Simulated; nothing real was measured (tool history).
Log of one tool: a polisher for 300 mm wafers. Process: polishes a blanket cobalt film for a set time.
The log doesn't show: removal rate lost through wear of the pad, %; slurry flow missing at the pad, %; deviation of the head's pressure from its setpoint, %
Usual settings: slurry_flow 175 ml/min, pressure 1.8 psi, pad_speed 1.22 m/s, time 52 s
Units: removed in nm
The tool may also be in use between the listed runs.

run	hour	slurry_flow	pressure	pad_speed	time	wafers since the last listed run	wafers polished on this pad	hours since the slurry nozzle was cleaned	hours since the head pressure was calibrated	incoming thickness of the incoming film, nm	removed
1	0.0	175	1.8	1.22	52	0	1304	312.0	320.1	816.3	296.8
2	53.9	175	1.4	1.22	52	643	1948	365.9	374.0	809.4	227.0
# hour 66.0: worn pad replaced by a new one
3	79.1	175	1.4	1.22	52	253	156	391.1	399.2	807.2	247.2
# hour 113.1: head pressure recalibrated
4	130.4	175	1.4	1.22	52	588	745	442.4	17.3	807.0	239.8
5	160.2	175	1.8	1.22	52	355	1101	472.2	47.1	801.3	299.3
# hour 221.3: worn pad replaced by a new one
6	229.0	175	1.8	1.22	52	773	91	541.0	115.9	801.6	315.3
# hour 355.9: slurry nozzle cleaned
# hour 385.9: worn pad replaced by a new one
7	386.4	175	1.8	1.22	52	1819	5	30.5	273.3	820.8	317.5
8	438.9	175	1.4	1.40	37	626	632	83.0	325.8	798.4	190.7
# hour 523.6: head pressure recalibrated
# hour 549.6: worn pad replaced by a new one, of another model than before
9	624.1	175	1.6	1.10	52	2139	889	268.2	100.5	816.0	268.6
10	678.6	175	1.6	1.22	52	650	1539	322.7	155.0	812.5	277.3
# hour 737.3: worn pad replaced by a new one
11	737.8	175	1.8	1.22	52	659	5	381.9	214.2	803.9	320.7
12	788.5	175	1.8	1.22	36	605	611	432.6	264.9	806.7	212.2
13	819.6	175	2.1	1.22	67	371	982	463.7	296.0	808.4	417.9
# hour 866.7: head pressure recalibrated
14	879.2	145	2.0	1.22	52	687	1670	523.3	12.5	795.9	306.1

3 ways to go on from here, each from the tool as it stands after run 14. What would each give?
A	879.6	175	1.8	1.22	52	4	1675	523.7	12.9	812.8	?
B	879.6	210	1.3	1.58	66	4	1675	523.7	12.9	812.8	?
C	879.6	175	1.8	1.22	64	4	1675	523.7	12.9	812.8	?

run	removed
A	293.3
B	391.6
C	361.0
Without the tool's hidden state the same runs would have given:
run	removed
A	319.7
B	426.9
C	393.5
